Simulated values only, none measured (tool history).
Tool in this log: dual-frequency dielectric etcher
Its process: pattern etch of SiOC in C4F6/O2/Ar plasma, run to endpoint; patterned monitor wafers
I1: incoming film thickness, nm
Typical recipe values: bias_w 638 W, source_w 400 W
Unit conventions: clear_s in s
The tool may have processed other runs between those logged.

{"run": 1, "hour": 0.0, "bias_w": 638, "source_w": 400, "I1": 31.18, "clear_s": 9.1}
{"run": 2, "hour": 27.2, "bias_w": 638, "source_w": 400, "I1": 31.19, "clear_s": 9.2}
{"run": 3, "hour": 66.5, "bias_w": 517, "source_w": 400, "I1": 31.49, "clear_s": 9.9}
{"run": 4, "hour": 129.2, "bias_w": 638, "source_w": 400, "I1": 31.49, "clear_s": 9.1}
{"run": 5, "hour": 161.3, "bias_w": 638, "source_w": 400, "I1": 31.48, "clear_s": 9.0}
{"run": 6, "hour": 214.3, "bias_w": 638, "source_w": 440, "I1": 31.25, "clear_s": 8.6}
{"run": 7, "hour": 247.4, "bias_w": 638, "source_w": 400, "I1": 31.28, "clear_s": 8.9}
{"hour": 316.1, "done": "wet clean of the chamber"}
{"run": 8, "hour": 316.6, "bias_w": 638, "source_w": 400, "I1": 31.47, "clear_s": 9.3}
{"run": 9, "hour": 354.9, "bias_w": 638, "source_w": 400, "I1": 31.42, "clear_s": 9.2}
{"run": 10, "hour": 421.5, "bias_w": 638, "source_w": 400, "I1": 31.01, "clear_s": 8.9}
{"run": 11, "hour": 469.5, "bias_w": 638, "source_w": 400, "I1": 31.24, "clear_s": 9.0}
{"run": 12, "hour": 536.7, "bias_w": 638, "source_w": 400, "I1": 31.35, "clear_s": 9.0}
{"run": 13, "hour": 603.7, "bias_w": 638, "source_w": 400, "I1": 31.27, "clear_s": 8.8}
{"run": 14, "hour": 628.3, "bias_w": 781, "source_w": 500, "I1": 31.09, "clear_s": 7.6}
{"hour": 639.2, "done": "bias power generator calibrated"}
{"hour": 684.9, "done": "wet clean of the chamber"}
{"run": 15, "hour": 685.4, "bias_w": 720, "source_w": 490, "I1": 31.43, "clear_s": 8.3}
{"run": 16, "hour": 695.5, "bias_w": 485, "source_w": 400, "I1": 31.01, "clear_s": 9.9}
{"run": 17, "hour": 753.6, "bias_w": 638, "source_w": 370, "I1": 31.57, "clear_s": 9.4}
{"run": 18, "hour": 780.0, "bias_w": 773, "source_w": 400, "I1": 31.54, "clear_s": 8.5}
{"run": 19, "hour": 817.0, "bias_w": 638, "source_w": 400, "I1": 31.31, "clear_s": 9.0}
{"hour": 885.2, "done": "source power generator calibrated"}
{"hour": 1005.3, "done": "wet clean of the chamber"}
{"run": 20, "hour": 1005.8, "bias_w": 722, "source_w": 370, "I1": 31.11, "clear_s": 8.9}
{"hour": 1129.5, "done": "upper electrode replaced"}
{"run": 21, "hour": 1141.1, "bias_w": 638, "source_w": 440, "I1": 31.37, "clear_s": 8.7}
{"run": 22, "hour": 1176.6, "bias_w": 638, "source_w": 400, "I1": 31.35, "clear_s": 8.8}
{"run": 23, "hour": 1202.0, "bias_w": 509, "source_w": 330, "I1": 31.51, "clear_s": 10.2}
{"run": 24, "hour": 1338.0, "bias_w": 638, "source_w": 400, "I1": 31.31, "clear_s": 8.7}
{"hour": 1362.1, "done": "wet clean of the chamber"}
{"run": 25, "hour": 1432.8, "bias_w": 763, "source_w": 400, "I1": 31.04, "clear_s": 8.5}
{"run": 26, "hour": 1472.4, "bias_w": 678, "source_w": 440, "I1": 31.4, "clear_s": 8.5}

Measured result minus the same run's result without the hidden state. Both carry the same run-to-run variation, though not necessarily the same gauge scatter:
Hidden conditions of the tool in this case: etch rate over this chamber's usual, %; bias power that arrives over what is set, %; source power that arrives over what is set, %.
run=1 clear_s=+0.0
run=2 clear_s=+0.0
run=3 clear_s=-0.1
run=4 clear_s=-0.2
run=5 clear_s=-0.3
run=6 clear_s=-0.2
run=7 clear_s=-0.3
run=8 clear_s=+0.0
run=9 clear_s=-0.1
run=10 clear_s=-0.1
run=11 clear_s=-0.2
run=12 clear_s=-0.3
run=13 clear_s=-0.4
run=14 clear_s=-0.4
run=15 clear_s=+0.0
run=16 clear_s=-0.1
run=17 clear_s=-0.1
run=18 clear_s=-0.1
run=19 clear_s=-0.2
run=20 clear_s=+0.0
run=21 clear_s=-0.2
run=22 clear_s=-0.3
run=23 clear_s=-0.3
run=24 clear_s=-0.5
run=25 clear_s=-0.1
run=26 clear_s=-0.1

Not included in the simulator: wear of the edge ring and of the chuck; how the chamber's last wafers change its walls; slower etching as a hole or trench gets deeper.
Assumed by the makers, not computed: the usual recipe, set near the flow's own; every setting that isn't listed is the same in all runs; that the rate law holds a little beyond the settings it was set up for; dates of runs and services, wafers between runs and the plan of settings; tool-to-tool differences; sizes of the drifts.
